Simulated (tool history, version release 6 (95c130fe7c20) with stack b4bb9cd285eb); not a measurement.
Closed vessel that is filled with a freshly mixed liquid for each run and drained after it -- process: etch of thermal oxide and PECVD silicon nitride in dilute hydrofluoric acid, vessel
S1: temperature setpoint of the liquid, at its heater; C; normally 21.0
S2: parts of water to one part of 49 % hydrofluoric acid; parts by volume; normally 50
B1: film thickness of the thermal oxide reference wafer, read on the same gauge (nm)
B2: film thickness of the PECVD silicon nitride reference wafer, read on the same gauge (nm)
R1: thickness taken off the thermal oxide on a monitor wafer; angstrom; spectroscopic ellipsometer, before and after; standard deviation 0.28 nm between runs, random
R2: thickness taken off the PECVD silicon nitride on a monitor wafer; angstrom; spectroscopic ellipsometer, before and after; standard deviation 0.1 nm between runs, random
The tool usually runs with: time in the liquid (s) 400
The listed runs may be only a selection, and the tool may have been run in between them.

run 1 hour=0.0 | S1=21.0 S2=50 time_in_the_liquid_(s)=400 | B1=151.06 B2=50.38 | R1=352.8 R2=339.2
run 2 hour=60.5 | S1=23.0 S2=50 time_in_the_liquid_(s)=400 | B1=151.49 B2=50.48 | R1=382.0 R2=390.5
run 3 hour=108.4 | S1=23.0 S2=50 time_in_the_liquid_(s)=400 | B1=151.81 B2=50.60 | R1=387.0 R2=389.2
run 4 hour=140.3 | S1=21.0 S2=50 time_in_the_liquid_(s)=400 | B1=152.03 B2=50.68 | R1=357.1 R2=343.2
run 5 hour=205.7 | S1=21.0 S2=50 time_in_the_liquid_(s)=400 | B1=152.51 B2=50.80 | R1=353.7 R2=344.3
run 6 hour=257.1 | S1=21.0 S2=50 time_in_the_liquid_(s)=400 | B1=152.91 B2=50.95 | R1=357.9 R2=343.7
run 7 hour=288.7 | S1=21.0 S2=50 time_in_the_liquid_(s)=400 | B1=153.22 B2=51.05 | R1=354.0 R2=343.2
run 8 hour=343.9 | S1=21.0 S2=65 time_in_the_liquid_(s)=400 | B1=153.73 B2=51.22 | R1=273.6 R2=268.6
run 9 hour=411.7 | S1=21.0 S2=50 time_in_the_liquid_(s)=400 | B1=154.40 B2=51.46 | R1=359.6 R2=347.2
run 10 hour=454.4 | S1=21.0 S2=50 time_in_the_liquid_(s)=345 | B1=154.79 B2=51.57 | R1=311.4 R2=300.9
run 11 hour=500.1 | S1=19.5 S2=50 time_in_the_liquid_(s)=180 | B1=155.23 B2=51.72 | R1=154.9 R2=141.9
-- hour=512.1 thermometer replaced
run 12 hour=554.1 | S1=21.0 S2=50 time_in_the_liquid_(s)=585 | B1=155.83 B2=51.93 | R1=543.0 R2=512.5
run 13 hour=591.9 | S1=21.0 S2=50 time_in_the_liquid_(s)=400 | B1=156.25 B2=52.11 | R1=361.1 R2=351.3
run 14 hour=619.7 | S1=17.0 S2=65 time_in_the_liquid_(s)=500 | B1=156.61 B2=52.19 | R1=295.0 R2=258.5
run 15 hour=669.4 | S1=24.5 S2=50 time_in_the_liquid_(s)=400 | B1=157.17 B2=52.37 | R1=425.1 R2=450.1
run 16 hour=704.1 | S1=21.0 S2=30 time_in_the_liquid_(s)=400 | B1=157.62 B2=52.52 | R1=626.0 R2=581.8
run 17 hour=754.0 | S1=18.5 S2=45 time_in_the_liquid_(s)=400 | B1=158.27 B2=52.73 | R1=371.6 R2=330.1
-- hour=790.1 gauge calibrated
-- hour=803.2 hydrofluoric acid flow meter replaced
run 18 hour=879.2 | S1=21.0 S2=50 time_in_the_liquid_(s)=400 | B1=151.11 B2=50.39 | R1=352.6 R2=339.6
run 19 hour=912.1 | S1=23.5 S2=50 time_in_the_liquid_(s)=165 | B1=151.14 B2=50.39 | R1=159.5 R2=166.5
run 20 hour=951.7 | S1=25.0 S2=40 time_in_the_liquid_(s)=570 | B1=151.19 B2=50.40 | R1=753.1 R2=792.7
run 21 hour=1004.8 | S1=21.0 S2=50 time_in_the_liquid_(s)=400 | B1=151.33 B2=50.44 | R1=351.0 R2=341.9
run 22 hour=1046.3 | S1=21.0 S2=50 time_in_the_liquid_(s)=400 | B1=151.38 B2=50.47 | R1=352.4 R2=340.9
-- hour=1083.0 thermometer replaced
run 23 hour=1104.8 | S1=21.0 S2=35 time_in_the_liquid_(s)=400 | B1=151.54 B2=50.55 | R1=514.0 R2=485.1
run 24 hour=1162.0 | S1=21.0 S2=40 time_in_the_liquid_(s)=400 | B1=151.71 B2=50.58 | R1=448.5 R2=424.1
run 25 hour=1356.4 | S1=23.5 S2=75 time_in_the_liquid_(s)=280 | B1=152.60 B2=50.85 | R1=178.8 R2=192.4

List, for all runs, the conditions of the tool that the log does not record:
liquid colder than its thermometer reads (K): 0 in every run
hydrofluoric acid flow below the setpoint (%): 0 in every run
H1: gauge reads high (%)
run=1 H1=0.742
run=2 H1=0.99
run=3 H1=1.2
run=4 H1=1.35
run=5 H1=1.68
run=6 H1=1.96
run=7 H1=2.14
run=8 H1=2.46
run=9 H1=2.89
run=10 H1=3.18
run=11 H1=3.49
run=12 H1=3.89
run=13 H1=4.17
run=14 H1=4.39
run=15 H1=4.78
run=16 H1=5.07
run=17 H1=5.5
run=18 H1=0.738
run=19 H1=0.76
run=20 H1=0.795
run=21 H1=0.859
run=22 H1=0.921
run=23 H1=1.03
run=24 H1=1.15
run=25 H1=1.73
